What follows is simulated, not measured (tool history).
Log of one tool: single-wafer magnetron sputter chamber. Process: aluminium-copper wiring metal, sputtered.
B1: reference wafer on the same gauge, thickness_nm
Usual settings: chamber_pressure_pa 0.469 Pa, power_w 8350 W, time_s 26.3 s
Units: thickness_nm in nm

{"run": 1, "hour": 0.0, "chamber_pressure_pa": 0.469, "power_w": 8350, "time_s": 26.3, "B1": 457, "thickness_nm": 403.819}
{"run": 2, "hour": 80.5, "chamber_pressure_pa": 0.469, "power_w": 8350, "time_s": 26.3, "B1": 457.285, "thickness_nm": 404.83}
{"run": 3, "hour": 178.9, "chamber_pressure_pa": 0.469, "power_w": 8350, "time_s": 26.3, "B1": 457.067, "thickness_nm": 405.004}
{"hour": 202.1, "done": "sputter target and shields replaced"}
{"run": 4, "hour": 216.5, "chamber_pressure_pa": 0.469, "power_w": 8350, "time_s": 26.3, "B1": 457.333, "thickness_nm": 405.309}
{"run": 5, "hour": 287.0, "chamber_pressure_pa": 0.38, "power_w": 7050, "time_s": 26.3, "B1": 457.293, "thickness_nm": 358.974}
{"run": 6, "hour": 391.5, "chamber_pressure_pa": 0.469, "power_w": 8350, "time_s": 26.3, "B1": 457.444, "thickness_nm": 405.294}
{"run": 7, "hour": 458.0, "chamber_pressure_pa": 0.469, "power_w": 8350, "time_s": 26.3, "B1": 457.307, "thickness_nm": 405.071}
{"run": 8, "hour": 504.8, "chamber_pressure_pa": 0.469, "power_w": 8350, "time_s": 26.3, "B1": 457.417, "thickness_nm": 405.478}
{"run": 9, "hour": 609.1, "chamber_pressure_pa": 0.469, "power_w": 8350, "time_s": 23.3, "B1": 457.506, "thickness_nm": 358.666}
{"run": 10, "hour": 707.9, "chamber_pressure_pa": 0.469, "power_w": 8350, "time_s": 23.3, "B1": 457.484, "thickness_nm": 358.418}
{"hour": 719.6, "done": "gauge calibrated"}
{"hour": 728.9, "done": "sputter target and shields replaced"}
{"run": 11, "hour": 753.8, "chamber_pressure_pa": 0.469, "power_w": 9800, "time_s": 26.3, "B1": 453.443, "thickness_nm": 471.044}
{"run": 12, "hour": 794.1, "chamber_pressure_pa": 0.469, "power_w": 9200, "time_s": 26.3, "B1": 453.777, "thickness_nm": 441.139}
{"run": 13, "hour": 885.7, "chamber_pressure_pa": 0.629, "power_w": 7200, "time_s": 26.3, "B1": 454.295, "thickness_nm": 318.064}

Run 14 comes next. What will it give?
{"hour": 914.3, "done": "magnet pack replaced"}
{"run": 14, "hour": 947.3, "chamber_pressure_pa": 0.398, "power_w": 7800, "time_s": 26.3, "B1": "?", "thickness_nm": "?"}

Run 14 gave B1 454.6, thickness_nm 391.525 nm.
Without the tool's hidden state the same run would have given thickness_nm 390.136 nm.
